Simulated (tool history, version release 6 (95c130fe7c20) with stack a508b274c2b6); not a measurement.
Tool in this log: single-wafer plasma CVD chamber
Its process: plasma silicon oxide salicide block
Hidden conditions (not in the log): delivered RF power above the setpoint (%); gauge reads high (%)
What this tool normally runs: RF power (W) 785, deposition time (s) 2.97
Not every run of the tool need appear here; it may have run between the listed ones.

run    hour  RF power (W)  deposition time (s)  wafers since the last listed run  hours since the last RF generator calibration  hours since the showerhead was replaced  hours since the gauge calibration  read-back reference wafer on the same gauge, thickness_nm  mean film thickness on the monitor wafer (Å)
  1       0           785                 2.97                                 0                                          504.3                                   2029.2                              932.3                                                     31.701                                        333.35
  2    42.9           785                 2.97                               622                                          547.2                                   2072.1                              975.2                                                     31.705                                         333.1
  3    83.5           785                 2.97                               588                                          587.8                                   2112.7                             1015.8                                                     31.704                                        333.94
      105.8  -- gauge calibrated
  4   111.8           680                 2.97                               410                                          616.1                                     2141                                  6                                                     31.703                                        320.58
  5   164.8           680                 2.97                               768                                          669.1                                     2194                                 59                                                     31.716                                        321.32
  6   231.6           785                 2.97                               968                                          735.9                                   2260.8                              125.8                                                      31.71                                        333.43
  7   303.5           785                 2.97                              1042                                          807.8                                   2332.7                              197.7                                                     31.703                                         332.4
  8   360.7           840                 2.65                               829                                            865                                   2389.9                              254.9                                                      31.71                                        303.67
  9   390.6           785                 3.22                               433                                          894.9                                   2419.8                              284.8                                                     31.707                                        361.07
 10   447.6           785                 2.97                               826                                          951.9                                   2476.8                              341.8                                                     31.685                                        332.09
 11     481           785                 2.97                               484                                          985.3                                   2510.2                              375.2                                                     31.694                                        333.46
 12   520.7           665                 2.97                               575                                           1025                                   2549.9                              414.9                                                     31.703                                        315.88
 13   561.7           785                 2.97                               594                                           1066                                   2590.9                              455.9                                                     31.698                                        331.69
 14   631.1           785                 2.97                              1006                                         1135.4                                   2660.3                              525.3                                                      31.71                                         331.6
 15   697.9           685                 2.97                               968                                         1202.2                                   2727.1                              592.1                                                     31.696                                        318.47
 16   726.8           785                 2.97                               419                                         1231.1                                     2756                                621                                                     31.703                                        333.14
 17   791.7           785                 2.97                               941                                           1296                                   2820.9                              685.9                                                     31.702                                        332.72
 18   849.7           785                 3.28                               841                                           1354                                   2878.9                              743.9                                                     31.698                                        367.84
 19   919.3           785                 2.97                              1009                                         1423.6                                   2948.5                              813.5                                                     31.698                                        332.94
 20   962.3           785                 3.33                               623                                         1466.6                                   2991.5                              856.5                                                      31.71                                           373
     1026.1  -- showerhead replaced
 21  1030.1           785                 2.97                               867                                         1534.4                                        4                              924.3                                                     31.708                                        333.03
 22  1073.5           785                 2.97                               629                                         1577.8                                     47.4                              967.7                                                     31.709                                        333.37
 23  1134.4           705                 3.16                               883                                         1638.7                                    108.3                             1028.6                                                     31.697                                        342.77
 24  1205.9           865                 2.38                              1036                                         1710.2                                    179.8                             1100.1                                                     31.691                                         272.6
 25  1235.5           720                 3.24                               429                                         1739.8                                    209.4                             1129.7                                                       31.7                                        353.02
 26  1282.8           630                 3.51                               685                                         1787.1                                    256.7                               1177                                                     31.707                                        368.45
 27  1338.1           870                 2.48                               802                                         1842.4                                      312                             1232.3                                                     31.698                                        284.78
 28  1366.7           875                 2.57                               414                                           1871                                    340.6                             1260.9                                                     31.689                                         296.7
 29  1410.9           715                 2.97                               641                                         1915.2                                    384.8                             1305.1                                                     31.701                                        324.32
     1426.3  -- gauge calibrated
     1446.6  -- RF generator calibrated
 30  1455.6           690                 2.97                               532                                              9                                    429.5                               29.3                                                     31.702                                        323.77
 31  1494.1           715                 2.66                               558                                           47.5                                      468                               67.8                                                     31.697                                        294.08
 32  1558.7           675                 2.66                               936                                          112.1                                    532.6                              132.4                                                     31.693                                        288.56
 33  1604.1           700                 2.66                               658                                          157.5                                      578                              177.8                                                     31.701                                         291.6
 34    1630           700                 2.66                               375                                          183.4                                    603.9                              203.7                                                     31.687                                        290.56
 35    1679           725                 3.21                               710                                          232.4                                    652.9                              252.7                                                     31.704                                        354.92
 36  1743.8           885                 2.97                               939                                          297.2                                    717.7                              317.5                                                     31.706                                        346.51
 37  1811.7           740                 3.48                               984                                          365.1                                    785.6                              385.4                                                     31.718                                        384.83
 38  1851.4           785                 2.97                               575                                          404.8                                    825.3                              425.1                                                     31.706                                        334.75
 39  1920.2           685                 2.97                               997                                          473.6                                    894.1                              493.9                                                     31.703                                        319.97

Exercise: give the hidden state of the tool at every run:
gauge reads high (%): 0 in every run
H1: delivered RF power above the setpoint (%)
run      H1
  1   -3.13
  2   -3.29
  3   -3.42
  4   -3.51
  5   -3.66
  6   -3.83
  7      -4
  8   -4.11
  9   -4.17
 10   -4.27
 11   -4.32
 12   -4.38
 13   -4.44
 14   -4.53
 15   -4.61
 16   -4.64
 17    -4.7
 18   -4.75
 19    -4.8
 20   -4.83
 21   -4.87
 22    -4.9
 23   -4.93
 24   -4.96
 25   -4.98
 26      -5
 27   -5.02
 28   -5.03
 29   -5.04
 30  -0.381
 31  -0.709
 32   -1.21
 33   -1.53
 34    -1.7
 35   -2.01
 36   -2.37
 37   -2.71
 38   -2.89
 39   -3.17
